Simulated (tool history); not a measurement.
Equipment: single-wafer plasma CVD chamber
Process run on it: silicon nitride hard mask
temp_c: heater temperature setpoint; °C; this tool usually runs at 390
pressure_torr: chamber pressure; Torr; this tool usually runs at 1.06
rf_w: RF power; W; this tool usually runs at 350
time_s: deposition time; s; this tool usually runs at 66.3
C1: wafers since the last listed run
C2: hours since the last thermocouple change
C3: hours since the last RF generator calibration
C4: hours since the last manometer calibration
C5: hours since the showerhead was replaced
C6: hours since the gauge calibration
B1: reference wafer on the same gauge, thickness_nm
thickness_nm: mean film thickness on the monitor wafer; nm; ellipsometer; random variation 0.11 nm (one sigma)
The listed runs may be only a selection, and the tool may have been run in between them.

{"run": 1, "hour": 0.0, "temp_c": 390, "pressure_torr": 1.06, "rf_w": 350, "time_s": 66.3, "C1": 0, "C2": 2496.9, "C3": 2018.3, "C4": 1973.9, "C5": 6239.5, "C6": 118.2, "B1": 69.711, "thickness_nm": 68.919}
{"run": 2, "hour": 12.4, "temp_c": 390, "pressure_torr": 1.06, "rf_w": 350, "time_s": 60.8, "C1": 283, "C2": 2509.3, "C3": 2030.7, "C4": 1986.3, "C5": 6251.9, "C6": 130.6, "B1": 69.671, "thickness_nm": 63.154}
{"run": 3, "hour": 28.9, "temp_c": 390, "pressure_torr": 1.06, "rf_w": 350, "time_s": 66.3, "C1": 377, "C2": 2525.8, "C3": 2047.2, "C4": 2002.8, "C5": 6268.4, "C6": 147.1, "B1": 69.692, "thickness_nm": 68.59}
{"run": 4, "hour": 40.7, "temp_c": 390, "pressure_torr": 1.06, "rf_w": 350, "time_s": 66.3, "C1": 270, "C2": 2537.6, "C3": 2059, "C4": 2014.6, "C5": 6280.2, "C6": 158.9, "B1": 69.705, "thickness_nm": 68.459}
{"run": 5, "hour": 55.6, "temp_c": 390, "pressure_torr": 1.06, "rf_w": 350, "time_s": 66.3, "C1": 340, "C2": 2552.5, "C3": 2073.9, "C4": 2029.5, "C5": 6295.1, "C6": 173.8, "B1": 69.722, "thickness_nm": 68.466}
{"run": 6, "hour": 71.6, "temp_c": 390, "pressure_torr": 1.06, "rf_w": 350, "time_s": 66.3, "C1": 366, "C2": 2568.5, "C3": 2089.9, "C4": 2045.5, "C5": 6311.1, "C6": 189.8, "B1": 69.665, "thickness_nm": 68.576}
{"run": 7, "hour": 81.9, "temp_c": 390, "pressure_torr": 1.06, "rf_w": 350, "time_s": 66.3, "C1": 235, "C2": 2578.8, "C3": 2100.2, "C4": 2055.8, "C5": 6321.4, "C6": 200.1, "B1": 69.722, "thickness_nm": 68.668}
{"run": 8, "hour": 91.5, "temp_c": 390, "pressure_torr": 1.06, "rf_w": 350, "time_s": 66.3, "C1": 219, "C2": 2588.4, "C3": 2109.8, "C4": 2065.4, "C5": 6331, "C6": 209.7, "B1": 69.69, "thickness_nm": 68.501}
{"run": 9, "hour": 105.9, "temp_c": 390, "pressure_torr": 1.06, "rf_w": 350, "time_s": 66.3, "C1": 329, "C2": 2602.8, "C3": 2124.2, "C4": 2079.8, "C5": 6345.4, "C6": 224.1, "B1": 69.689, "thickness_nm": 68.483}
{"hour": 117.9, "done": "gauge calibrated"}
{"run": 10, "hour": 137.1, "temp_c": 390, "pressure_torr": 1.06, "rf_w": 350, "time_s": 66.3, "C1": 713, "C2": 2634, "C3": 2155.4, "C4": 2111, "C5": 6376.6, "C6": 19.2, "B1": 69.688, "thickness_nm": 68.397}
{"run": 11, "hour": 148.5, "temp_c": 390, "pressure_torr": 1.06, "rf_w": 350, "time_s": 66.3, "C1": 260, "C2": 2645.4, "C3": 2166.8, "C4": 2122.4, "C5": 6388, "C6": 30.6, "B1": 69.69, "thickness_nm": 68.375}
{"run": 12, "hour": 166.0, "temp_c": 390, "pressure_torr": 1.06, "rf_w": 350, "time_s": 66.3, "C1": 400, "C2": 2662.9, "C3": 2184.3, "C4": 2139.9, "C5": 6405.5, "C6": 48.1, "B1": 69.718, "thickness_nm": 68.238}
{"run": 13, "hour": 173.8, "temp_c": 390, "pressure_torr": 1.06, "rf_w": 350, "time_s": 66.3, "C1": 178, "C2": 2670.7, "C3": 2192.1, "C4": 2147.7, "C5": 6413.3, "C6": 55.9, "B1": 69.738, "thickness_nm": 68.378}
{"run": 14, "hour": 182.6, "temp_c": 390, "pressure_torr": 1.06, "rf_w": 350, "time_s": 66.3, "C1": 201, "C2": 2679.5, "C3": 2200.9, "C4": 2156.5, "C5": 6422.1, "C6": 64.7, "B1": 69.677, "thickness_nm": 68.052}
{"hour": 193.4, "done": "RF generator calibrated"}
{"run": 15, "hour": 198.1, "temp_c": 390, "pressure_torr": 0.86, "rf_w": 350, "time_s": 66.3, "C1": 171, "C2": 2695, "C3": 4.7, "C4": 2172, "C5": 6437.6, "C6": 80.2, "B1": 69.711, "thickness_nm": 67.283}

For run 16, what comes out?
{"run": 16, "hour": 204.9, "temp_c": 390, "pressure_torr": 1.06, "rf_w": 350, "time_s": 66.3, "C1": 155, "C2": 2701.8, "C3": 11.5, "C4": 2178.8, "C5": 6444.4, "C6": 87, "B1": "?", "thickness_nm": "?"}

B1: 69.682
thickness_nm: 71.317 nm
The same run, on a tool lacking any hidden state, would have yielded thickness_nm 71.587 nm.
